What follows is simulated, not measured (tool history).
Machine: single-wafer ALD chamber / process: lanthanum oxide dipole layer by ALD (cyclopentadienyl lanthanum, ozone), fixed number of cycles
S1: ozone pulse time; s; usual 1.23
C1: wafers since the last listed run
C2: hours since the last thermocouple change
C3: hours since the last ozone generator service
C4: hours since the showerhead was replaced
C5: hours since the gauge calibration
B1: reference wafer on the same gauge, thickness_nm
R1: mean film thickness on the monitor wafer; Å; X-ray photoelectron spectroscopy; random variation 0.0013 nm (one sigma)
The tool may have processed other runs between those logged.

run	hour	S1	C1	C2	C3	C4	C5	B1	R1
1	0.0	1.23	0	806.5	180.5	3755.8	340.8	0.543	4.83
2	40.1	1.23	522	846.6	220.6	3795.9	380.9	0.543	4.83
3	108.2	1.23	888	914.7	288.7	3864.0	449.0	0.543	4.80
4	137.9	1.23	387	944.4	318.4	3893.7	478.7	0.543	4.80
5	181.4	1.23	567	987.9	361.9	3937.2	522.2	0.543	4.79
6	231.3	1.44	650	1037.8	411.8	3987.1	572.1	0.543	4.94
7	297.8	1.23	867	1104.3	478.3	4053.6	638.6	0.543	4.78
8	330.2	1.23	422	1136.7	510.7	4086.0	671.0	0.543	4.79
9	357.4	1.23	354	1163.9	537.9	4113.2	698.2	0.543	4.80
# hour 380.2: showerhead replaced
10	394.5	1.40	379	1201.0	575.0	14.3	735.3	0.543	4.90
# hour 405.5: ozone generator serviced
11	451.4	1.05	637	1257.9	45.9	71.2	792.2	0.543	4.68
12	508.8	1.51	748	1315.3	103.3	128.6	849.6	0.543	5.01
# hour 627.0: gauge calibrated
# hour 657.6: thermocouple changed; heater temperature recalibrated
13	719.4	1.23	2642	61.8	313.9	339.2	92.4	0.543	4.79
14	783.8	1.23	839	126.2	378.3	403.6	156.8	0.543	4.78
15	846.2	1.38	813	188.6	440.7	466.0	219.2	0.543	4.88
16	916.4	1.71	915	258.8	510.9	536.2	289.4	0.543	5.07
17	943.0	1.52	346	285.4	537.5	562.8	316.0	0.543	4.97
18	992.5	0.93	645	334.9	587.0	612.3	365.5	0.543	4.43

Run 19 is up next; what results do you expect?
19	1056.3	1.23	832	398.7	650.8	676.1	429.3	?	?

Run 19 produced B1 0.543, R1 4.77 Å.
The same run, on a tool lacking any hidden state, would have yielded R1 4.89 Å.
